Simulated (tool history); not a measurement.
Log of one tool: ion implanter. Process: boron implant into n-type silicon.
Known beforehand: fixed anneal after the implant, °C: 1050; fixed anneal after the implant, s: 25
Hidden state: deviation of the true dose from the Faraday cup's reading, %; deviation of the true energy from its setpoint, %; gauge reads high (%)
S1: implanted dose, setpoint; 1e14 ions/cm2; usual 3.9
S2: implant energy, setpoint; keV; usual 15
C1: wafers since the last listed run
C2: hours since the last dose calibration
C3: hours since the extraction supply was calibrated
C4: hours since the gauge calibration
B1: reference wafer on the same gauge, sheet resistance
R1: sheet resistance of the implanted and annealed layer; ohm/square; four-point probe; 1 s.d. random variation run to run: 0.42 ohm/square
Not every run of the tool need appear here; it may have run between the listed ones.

run	day	S1	S2	C1	C2	C3	C4	B1	R1
1	0	3.9	15	0	1927.3	3420.8	265	284.95	265.4
2	0.658	3.9	15	382	1943.1	3436.6	280.8	285.13	265.61
# day 0.867: gauge calibrated
3	1.162	3.9	15	293	1955.2	3448.7	7.1	285.09	265.36
4	1.825	3.9	15	385	1971.1	3464.6	23	285.04	264.9
5	2.658	3.9	12	484	1991.1	3484.6	43	285.08	271.95
6	3.283	3.9	19	363	2006.1	3499.6	58	285.21	257.59
7	3.838	3.9	19	322	2019.4	3512.9	71.3	285.1	258.21
8	4.662	3.9	19	479	2039.2	3532.7	91.1	284.98	259.04
9	5.912	3.65	15	726	2069.2	3562.7	121.1	285.06	279.34
10	6.808	3.65	15	520	2090.7	3584.2	142.6	284.84	279.6
11	8.042	3.54	12.5	717	2120.3	3613.8	172.2	285.27	292.88

Predict the results of run 12:
12	9.225	3.9	15	688	2148.7	3642.2	200.6	?	?

{"run 12": {"B1": 284.93, "R1": 265.9}}
Had the tool carried no hidden state, the very same run would have given R1 279.9 ohm/square.

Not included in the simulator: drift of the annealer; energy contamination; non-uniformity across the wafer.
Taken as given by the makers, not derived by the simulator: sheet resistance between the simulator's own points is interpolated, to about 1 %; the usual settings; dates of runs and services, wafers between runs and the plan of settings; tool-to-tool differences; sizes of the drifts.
